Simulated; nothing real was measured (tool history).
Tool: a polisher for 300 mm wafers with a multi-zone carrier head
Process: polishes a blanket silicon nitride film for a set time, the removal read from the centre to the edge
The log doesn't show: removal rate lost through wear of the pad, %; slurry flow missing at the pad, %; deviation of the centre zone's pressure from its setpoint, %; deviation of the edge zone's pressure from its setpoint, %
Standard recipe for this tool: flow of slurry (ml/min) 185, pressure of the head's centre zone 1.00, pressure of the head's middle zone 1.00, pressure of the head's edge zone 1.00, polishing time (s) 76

run,hour,flow of slurry (ml/min),pressure of the head's centre zone,pressure of the head's middle zone,pressure of the head's edge zone,polishing time (s),wafers since the last listed run,wafers polished on this pad,hours since the slurry nozzle was cleaned,hours since the centre zone pressure was calibrated,hours since the edge zone pressure was calibrated,hours since the carrier head's membrane was replaced,"incoming thickness of the incoming film, nm",film removed at the wafer's centre (nm),film removed at mid-radius (nm),film removed at the wafer's edge (nm)
1,0.0,185,1.00,1.00,1.05,76,0,1078,65.3,1159.4,1160.5,1812.1,533.0,147.0,156.2,159.7
# hour 24.4: worn pad replaced by a new one
2,29.9,185,1.00,1.00,1.00,76,304,64,95.2,1189.3,1190.4,1842.0,530.2,148.4,158.1,155.9
3,65.5,185,1.00,1.00,1.00,76,418,482,130.8,1224.9,1226.0,1877.6,528.1,148.0,157.2,152.3
4,96.6,185,1.00,1.00,1.00,76,365,848,161.9,1256.0,1257.1,1908.7,532.2,144.6,155.6,157.1
5,112.7,185,1.00,1.00,1.00,76,189,1037,178.0,1272.1,1273.2,1924.8,540.8,146.8,155.0,152.8
# hour 134.4: worn pad replaced by a new one
6,141.2,215,1.00,1.00,1.00,76,287,79,206.5,1300.6,1301.7,1953.3,524.9,149.4,158.5,157.5
7,158.5,185,1.00,0.95,1.00,76,203,283,223.8,1317.9,1319.0,1970.6,524.1,144.8,149.5,150.6
8,175.8,185,1.00,0.95,1.00,76,203,486,241.1,1335.2,1336.3,1987.9,521.2,143.2,148.7,154.3
9,197.4,185,1.00,0.95,1.00,76,253,740,262.7,1356.8,1357.9,2009.5,529.8,142.8,147.5,150.6
# hour 213.2: carrier head's membrane replaced by a new one
10,230.9,185,1.00,1.09,1.00,76,334,1075,296.2,1390.3,1391.4,17.7,536.0,145.3,159.8,153.6
# hour 236.1: worn pad replaced by a new one
11,251.9,185,1.00,1.00,1.00,76,199,185,317.2,1411.3,1412.4,38.7,536.7,145.9,157.0,154.5
# hour 266.1: centre zone pressure recalibrated
12,273.5,185,1.00,1.00,1.00,76,230,415,338.8,7.4,1434.0,60.3,529.4,143.1,155.3,155.3
# hour 296.0: slurry nozzle cleaned
13,306.4,185,1.12,0.89,1.06,59,374,790,10.4,40.3,1466.9,93.2,531.1,117.3,106.8,117.0
14,329.7,185,1.00,1.12,1.08,76,273,1064,33.7,63.6,1490.2,116.5,531.0,131.3,154.1,152.3

For run 15, what comes out?
# hour 340.0: worn pad replaced by a new one
15,359.4,245,1.00,0.91,1.08,76,301,227,63.4,93.3,1519.9,146.2,535.4,?,?,?

{"run 15": {"film removed at the wafer's centre (nm)": 141.2, "film removed at mid-radius (nm)": 144.9, "film removed at the wafer's edge (nm)": 162.0}}
On a tool with no hidden condition, and with the same random variation, this run would have come out at film removed at the wafer's centre (nm) 158.3, film removed at mid-radius (nm) 160.4, film removed at the wafer's edge (nm) 174.4.

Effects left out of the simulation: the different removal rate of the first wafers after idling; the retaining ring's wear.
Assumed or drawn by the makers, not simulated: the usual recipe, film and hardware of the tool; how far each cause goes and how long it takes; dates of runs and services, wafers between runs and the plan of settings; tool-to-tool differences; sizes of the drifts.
